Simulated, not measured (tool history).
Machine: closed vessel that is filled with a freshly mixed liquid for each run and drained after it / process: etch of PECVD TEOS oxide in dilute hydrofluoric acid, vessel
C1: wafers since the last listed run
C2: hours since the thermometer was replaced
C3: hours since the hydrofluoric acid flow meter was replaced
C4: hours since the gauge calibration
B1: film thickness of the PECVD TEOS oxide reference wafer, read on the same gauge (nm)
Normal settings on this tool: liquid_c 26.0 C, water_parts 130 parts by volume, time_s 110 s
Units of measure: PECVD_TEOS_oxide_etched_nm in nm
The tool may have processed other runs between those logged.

{"run": 1, "hour": 0.0, "liquid_c": 26.0, "water_parts": 130, "time_s": 110, "C1": 0, "C2": 459.9, "C3": 758.3, "C4": 1028.5, "B1": 60.02, "PECVD_TEOS_oxide_etched_nm": 11.37}
{"run": 2, "hour": 50.0, "liquid_c": 26.0, "water_parts": 130, "time_s": 110, "C1": 6824, "C2": 509.9, "C3": 808.3, "C4": 1078.5, "B1": 60.01, "PECVD_TEOS_oxide_etched_nm": 11.35}
{"hour": 139.5, "done": "thermometer replaced"}
{"run": 3, "hour": 143.4, "liquid_c": 26.0, "water_parts": 130, "time_s": 110, "C1": 12611, "C2": 3.9, "C3": 901.7, "C4": 1171.9, "B1": 60.02, "PECVD_TEOS_oxide_etched_nm": 11.81}
{"run": 4, "hour": 238.4, "liquid_c": 28.5, "water_parts": 130, "time_s": 110, "C1": 12966, "C2": 98.9, "C3": 996.7, "C4": 1266.9, "B1": 60.0, "PECVD_TEOS_oxide_etched_nm": 12.86}
{"run": 5, "hour": 429.6, "liquid_c": 26.0, "water_parts": 180, "time_s": 110, "C1": 26096, "C2": 290.1, "C3": 1187.9, "C4": 1458.1, "B1": 60.0, "PECVD_TEOS_oxide_etched_nm": 7.9}
{"hour": 531.4, "done": "gauge calibrated"}
{"hour": 726.2, "done": "thermometer replaced"}
{"run": 6, "hour": 730.0, "liquid_c": 26.0, "water_parts": 130, "time_s": 95, "C1": 40863, "C2": 3.8, "C3": 1488.3, "C4": 198.6, "B1": 60.0, "PECVD_TEOS_oxide_etched_nm": 10.14}
{"run": 7, "hour": 813.7, "liquid_c": 26.0, "water_parts": 130, "time_s": 95, "C1": 11423, "C2": 87.5, "C3": 1572.0, "C4": 282.3, "B1": 59.99, "PECVD_TEOS_oxide_etched_nm": 10.15}
{"run": 8, "hour": 860.7, "liquid_c": 26.0, "water_parts": 130, "time_s": 90, "C1": 6414, "C2": 134.5, "C3": 1619.0, "C4": 329.3, "B1": 60.02, "PECVD_TEOS_oxide_etched_nm": 9.53}
{"hour": 933.5, "done": "hydrofluoric acid flow meter replaced"}
{"run": 9, "hour": 954.0, "liquid_c": 26.0, "water_parts": 130, "time_s": 90, "C1": 12597, "C2": 227.8, "C3": 20.5, "C4": 422.6, "B1": 60.0, "PECVD_TEOS_oxide_etched_nm": 9.48}

Forecast run 10:
{"run": 10, "hour": 1045.2, "liquid_c": 30.5, "water_parts": 80, "time_s": 110, "C1": 12447, "C2": 319.0, "C3": 111.7, "C4": 513.8, "B1": "?", "PECVD_TEOS_oxide_etched_nm": "?"}

{"run 10": {"B1": 59.98, "PECVD_TEOS_oxide_etched_nm": 23.81}}
Had the tool carried no hidden state, the very same run would have given PECVD_TEOS_oxide_etched_nm 24.31 nm.
